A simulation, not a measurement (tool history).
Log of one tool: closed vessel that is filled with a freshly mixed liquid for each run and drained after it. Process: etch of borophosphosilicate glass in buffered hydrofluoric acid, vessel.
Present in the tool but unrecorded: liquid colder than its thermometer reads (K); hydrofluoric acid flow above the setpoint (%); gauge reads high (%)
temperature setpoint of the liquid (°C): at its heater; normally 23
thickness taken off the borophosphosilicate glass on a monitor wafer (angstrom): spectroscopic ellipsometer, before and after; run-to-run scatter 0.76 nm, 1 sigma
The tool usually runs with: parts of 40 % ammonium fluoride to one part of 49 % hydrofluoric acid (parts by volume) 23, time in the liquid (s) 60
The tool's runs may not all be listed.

| run | day | temperature setpoint of the liquid (°C) | parts of 40 % ammonium fluoride to one part of 49 % hydrofluoric acid (parts by volume) | time in the liquid (s) | wafers since the last listed run | hours since the thermometer was replaced | hours since the hydrofluoric acid flow meter was replaced | hours since the gauge calibration | read-back film thickness of the borophosphosilicate glass reference wafer, read on the same gauge (nm) | thickness taken off the borophosphosilicate glass on a monitor wafer (angstrom) |
|---|---|---|---|---|---|---|---|---|---|---|
| 1 | 0 | 23 | 28.5 | 60 | 0 | 447.9 | 173.4 | 215 | 80.01 | 745.8 |
| 2 | 2.283 | 23 | 23 | 60 | 7916 | 502.7 | 228.2 | 269.8 | 80.02 | 855.9 |
| 3 | 4.412 | 23 | 18.5 | 60 | 7382 | 553.8 | 279.3 | 320.9 | 80.06 | 1025.5 |
| 4 | 6.612 | 23 | 18.5 | 60 | 7627 | 606.6 | 332.1 | 373.7 | 79.94 | 1029 |
| 5 | 8.175 | 23 | 23 | 60 | 5417 | 644.1 | 369.6 | 411.2 | 80.04 | 844.1 |
| 6 | 10.288 | 23 | 23 | 60 | 7324 | 694.8 | 420.3 | 461.9 | 80.01 | 858.8 |
| 7 | 11.642 | 23 | 23 | 60 | 4695 | 727.3 | 452.8 | 494.4 | 80.01 | 857.3 |
| 8 | 13.55 | 23 | 23 | 60 | 6616 | 773.1 | 498.6 | 540.2 | 80 | 849.5 |
| 9 | 15.388 | 23 | 23 | 60 | 6370 | 817.2 | 542.7 | 584.3 | 80.01 | 852.5 |
| 10 | 16.542 | 23 | 23 | 60 | 4001 | 844.9 | 570.4 | 612 | 79.99 | 861.3 |
| 11 | 19.171 | 23 | 23 | 60 | 9115 | 908 | 633.5 | 675.1 | 80.04 | 846.8 |
| 12 | 21.629 | 23 | 23 | 60 | 8523 | 967 | 692.5 | 734.1 | 80.03 | 855.9 |
| 13 | 24.229 | 23 | 23 | 60 | 9014 | 1029.4 | 754.9 | 796.5 | 80.02 | 837.9 |
| 14 | 25.512 | 23 | 23 | 60 | 4449 | 1060.2 | 785.7 | 827.3 | 79.99 | 836.5 |
| 15 | 28.388 | 25.5 | 23 | 60 | 9968 | 1129.2 | 854.7 | 896.3 | 80.06 | 966.1 |
| 16 | 29.738 | 23 | 23 | 60 | 4680 | 1161.6 | 887.1 | 928.7 | 79.96 | 836.6 |
|  | 30.375 | hydrofluoric acid flow meter replaced |
| 17 | 31.338 | 21.5 | 23 | 60 | 5402 | 1200 | 23.1 | 967.1 | 79.99 | 769.3 |
|  | 32.975 | gauge calibrated |
| 18 | 34.154 | 23 | 29.5 | 30 | 9765 | 1267.6 | 90.7 | 28.3 | 79.97 | 352.7 |
| 19 | 35.267 | 23 | 25.5 | 60 | 3857 | 1294.3 | 117.4 | 55 | 80.01 | 775.9 |
| 20 | 37.225 | 25.5 | 20.5 | 30 | 6789 | 1341.3 | 164.4 | 102 | 80.03 | 511.4 |
| 21 | 39.521 | 24.5 | 16 | 50 | 7959 | 1396.4 | 219.5 | 157.1 | 80 | 1033 |
| 22 | 41.146 | 23 | 18.5 | 80 | 5634 | 1435.4 | 258.5 | 196.1 | 80 | 1321.1 |
|  | 41.642 | thermometer replaced |
| 23 | 43.279 | 23 | 25.5 | 75 | 7252 | 39.3 | 309.7 | 247.3 | 79.95 | 1014.4 |
| 24 | 44.796 | 23 | 18.5 | 80 | 5258 | 75.7 | 346.1 | 283.7 | 80.01 | 1376.7 |
| 25 | 47.512 | 23 | 23 | 60 | 9419 | 140.9 | 411.3 | 348.9 | 79.95 | 877.9 |
| 26 | 48.825 | 23 | 30 | 60 | 4550 | 172.4 | 442.8 | 380.4 | 80.04 | 726.9 |
| 27 | 50.579 | 25.5 | 19.5 | 85 | 6081 | 214.5 | 484.9 | 422.5 | 79.99 | 1585.3 |
| 28 | 53.383 | 26.5 | 23 | 60 | 9722 | 281.8 | 552.2 | 489.8 | 79.94 | 1032.3 |
| 29 | 55.638 | 23 | 23 | 30 | 7815 | 335.9 | 606.3 | 543.9 | 80.01 | 432.4 |
| 30 | 57.833 | 18.5 | 23 | 50 | 7613 | 388.6 | 659 | 596.6 | 80.03 | 566 |
| 31 | 60.1 | 23 | 23 | 60 | 7858 | 443 | 713.4 | 651 | 79.99 | 859.2 |

Measured minus without-hidden-state, run by run (identical run-to-run variation in each term; gauge scatter may differ):
| run | thickness taken off the borophosphosilicate glass on a monitor wafer (angstrom) |
|---|---|
| 1 | -16.5 |
| 2 | -20.9 |
| 3 | -27.2 |
| 4 | -29.6 |
| 5 | -25.3 |
| 6 | -27.7 |
| 7 | -29.1 |
| 8 | -30.3 |
| 9 | -31.8 |
| 10 | -33.6 |
| 11 | -35 |
| 12 | -37.8 |
| 13 | -39.4 |
| 14 | -40.3 |
| 15 | -48.6 |
| 16 | -43.7 |
| 17 | -42 |
| 18 | -20.3 |
| 19 | -45.5 |
| 20 | -30.4 |
| 21 | -63.9 |
| 22 | -84.9 |
| 23 | -8.4 |
| 24 | -13.6 |
| 25 | -11.1 |
| 26 | -10 |
| 27 | -24.1 |
| 28 | -18.4 |
| 29 | -9 |
| 30 | -13.6 |
| 31 | -21.8 |
